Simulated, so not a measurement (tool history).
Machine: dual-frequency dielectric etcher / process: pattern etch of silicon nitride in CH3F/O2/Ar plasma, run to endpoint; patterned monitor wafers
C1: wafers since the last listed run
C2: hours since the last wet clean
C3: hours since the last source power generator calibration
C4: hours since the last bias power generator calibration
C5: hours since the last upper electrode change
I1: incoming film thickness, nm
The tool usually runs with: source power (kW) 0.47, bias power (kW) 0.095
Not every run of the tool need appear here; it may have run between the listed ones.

Run 1, day 0: usual settings but source power (kW) 0.43; C1 0; C2 0.5; C3 1184.7; C4 3707.1; C5 5032.7; I1 22.73. Result: endpoint time (s) 26.3.
Run 2, day 2.375: usual settings; C1 761; C2 57.5; C3 1241.7; C4 3764.1; C5 5089.7; I1 23. Result: endpoint time (s) 25.9.
Run 3, day 4.288: usual settings; C1 613; C2 103.4; C3 1287.6; C4 3810; C5 5135.6; I1 23.02. Result: endpoint time (s) 26.1.
Run 4, day 6.004: usual settings; C1 550; C2 144.6; C3 1328.8; C4 3851.2; C5 5176.8; I1 23.04. Result: endpoint time (s) 26.1.
Run 5, day 7.925: usual settings but source power (kW) 0.55; C1 615; C2 190.7; C3 1374.9; C4 3897.3; C5 5222.9; I1 22.82. Result: endpoint time (s) 24.7.
Run 6, day 10.45: usual settings but source power (kW) 0.55; C1 809; C2 251.3; C3 1435.5; C4 3957.9; C5 5283.5; I1 23.01. Result: endpoint time (s) 25.
At day 12.05: upper electrode replaced.
At day 14.333: wet clean of the chamber, repeated, since the last time left the tool worse.
Run 7, day 19.279: usual settings but source power (kW) 0.55; C1 2189; C2 118.7; C3 1647.4; C4 4169.8; C5 173.5; I1 23.07. Result: endpoint time (s) 26.7.
Run 8, day 21.6: usual settings but source power (kW) 0.56, bias power (kW) 0.101; C1 744; C2 174.4; C3 1703.1; C4 4225.5; C5 229.2; I1 23.05. Result: endpoint time (s) 25.8.
Run 9, day 22.758: usual settings but source power (kW) 0.56, bias power (kW) 0.101; C1 371; C2 202.2; C3 1730.9; C4 4253.3; C5 257; I1 22.84. Result: endpoint time (s) 25.7.
Run 10, day 25.596: usual settings but bias power (kW) 0.079; C1 909; C2 270.3; C3 1799; C4 4321.4; C5 325.1; I1 22.58. Result: endpoint time (s) 30.4.
Run 11, day 27.292: usual settings but bias power (kW) 0.079; C1 543; C2 311; C3 1839.7; C4 4362.1; C5 365.8; I1 23. Result: endpoint time (s) 31.
Run 12, day 29.738: usual settings but bias power (kW) 0.079; C1 784; C2 369.7; C3 1898.4; C4 4420.8; C5 424.5; I1 22.98. Result: endpoint time (s) 31.3.
At day 32.892: wet clean of the chamber.
Run 13, day 32.912: usual settings; C1 697; C2 0.5; C3 1974.6; C4 4497; C5 500.7; I1 22.93. Result: endpoint time (s) 27.5.
Run 14, day 34.204: usual settings but source power (kW) 0.41, bias power (kW) 0.101; C1 414; C2 31.5; C3 2005.6; C4 4528; C5 531.7; I1 22.88. Result: endpoint time (s) 27.7.
Run 15, day 36.088: usual settings but source power (kW) 0.37, bias power (kW) 0.106; C1 603; C2 76.7; C3 2050.8; C4 4573.2; C5 576.9; I1 22.97. Result: endpoint time (s) 27.8.
At day 37: source power generator calibrated.
Run 16, day 37.346: usual settings but source power (kW) 0.57, bias power (kW) 0.076; C1 350; C2 106.9; C3 8.3; C4 4603.4; C5 607.1; I1 22.82. Result: endpoint time (s) 29.4.
Run 17, day 38.688: usual settings but source power (kW) 0.4, bias power (kW) 0.077; C1 430; C2 139.1; C3 40.5; C4 4635.6; C5 639.3; I1 23.03. Result: endpoint time (s) 32.7.
Run 18, day 39.85: usual settings but source power (kW) 0.57, bias power (kW) 0.076; C1 372; C2 167; C3 68.4; C4 4663.5; C5 667.2; I1 22.92. Result: endpoint time (s) 29.7.
Run 19, day 41.821: usual settings but source power (kW) 0.53, bias power (kW) 0.117; C1 631; C2 214.3; C3 115.7; C4 4710.8; C5 714.5; I1 22.77. Result: endpoint time (s) 24.
Run 20, day 43.467: usual settings; C1 527; C2 253.8; C3 155.2; C4 4750.3; C5 754; I1 23.01. Result: endpoint time (s) 28.1.
Run 21, day 44.679: usual settings; C1 388; C2 282.9; C3 184.3; C4 4779.4; C5 783.1; I1 22.95. Result: endpoint time (s) 28.1.
At day 45.05: bias power generator calibrated.
At day 48.325: wet clean of the chamber.
Run 22, day 48.346: usual settings; C1 801; C2 0.5; C3 272.3; C4 79.1; C5 871.1; I1 22.82. Result: endpoint time (s) 27.2.
Run 23, day 49.7: usual settings; C1 434; C2 33; C3 304.8; C4 111.6; C5 903.6; I1 23.03. Result: endpoint time (s) 27.5.
Run 24, day 51.75: usual settings; C1 657; C2 82.2; C3 354; C4 160.8; C5 952.8; I1 22.78. Result: endpoint time (s) 27.3.
Run 25, day 53.417: usual settings but source power (kW) 0.53, bias power (kW) 0.083; C1 534; C2 122.2; C3 394; C4 200.8; C5 992.8; I1 22.83. Result: endpoint time (s) 28.5.
Run 26, day 54.829: usual settings but source power (kW) 0.35, bias power (kW) 0.076; C1 452; C2 156.1; C3 427.9; C4 234.7; C5 1026.7; I1 22.96. Result: endpoint time (s) 34.1.
Run 27, day 56.012: usual settings but source power (kW) 0.37, bias power (kW) 0.102; C1 379; C2 184.5; C3 456.3; C4 263.1; C5 1055.1; I1 22.85. Result: endpoint time (s) 28.5.
Run 28, day 58.775: usual settings but source power (kW) 0.59, bias power (kW) 0.103; C1 885; C2 250.8; C3 522.6; C4 329.4; C5 1121.4; I1 22.93. Result: endpoint time (s) 25.1.
Run 29, day 60.146: usual settings but bias power (kW) 0.079; C1 439; C2 283.7; C3 555.5; C4 362.3; C5 1154.3; I1 22.82. Result: endpoint time (s) 30.9.
Run 30, day 62.346: usual settings but source power (kW) 0.55; C1 705; C2 336.5; C3 608.3; C4 415.1; C5 1207.1; I1 23.07. Result: endpoint time (s) 27.
Run 31, day 65.262: usual settings but bias power (kW) 0.101; C1 935; C2 406.5; C3 678.3; C4 485.1; C5 1277.1; I1 22.78. Result: endpoint time (s) 27.1.
At day 66.783: wet clean of the chamber.
Run 32, day 67.646: usual settings but source power (kW) 0.53, bias power (kW) 0.084; C1 443; C2 20.7; C3 735.5; C4 542.3; C5 1334.3; I1 23.07. Result: endpoint time (s) 28.5.
Run 33, day 69.712: usual settings but source power (kW) 0.44, bias power (kW) 0.074; C1 662; C2 70.3; C3 785.1; C4 591.9; C5 1383.9; I1 22.86. Result: endpoint time (s) 32.1.
Run 34, day 71.579: usual settings but source power (kW) 0.43, bias power (kW) 0.113; C1 598; C2 115.1; C3 829.9; C4 636.7; C5 1428.7; I1 22.91. Result: endpoint time (s) 26.
Run 35, day 72.85: usual settings; C1 407; C2 145.6; C3 860.4; C4 667.2; C5 1459.2; I1 22.8. Result: endpoint time (s) 27.8.

Measured result minus the same run's result without the hidden state. Both carry the same run-to-run variation, though not necessarily the same gauge scatter:
What the log doesn't record here: etch rate over this chamber's usual, %; source power that arrives over what is set, %; bias power that arrives over what is set, %.
run  endpoint time (s)
  1               -1.8
  2               -1.6
  3               -1.6
  4               -1.5
  5               -1.3
  6               -1.2
  7               +0.2
  8               +0.3
  9               +0.4
 10               +0.6
 11               +0.7
 12               +0.8
 13               -0.1
 14               -0.1
 15               +0.1
 16               +0.1
 17               +0.2
 18               +0.3
 19               +0.3
 20               +0.5
 21               +0.5
 22               -0.2
 23                 +0
 24                 +0
 25               +0.2
 26               +0.3
 27               +0.3
 28               +0.4
 29               +0.6
 30               +0.6
 31               +0.8
 32                 +0
 33               +0.1
 34               +0.2
 35               +0.3
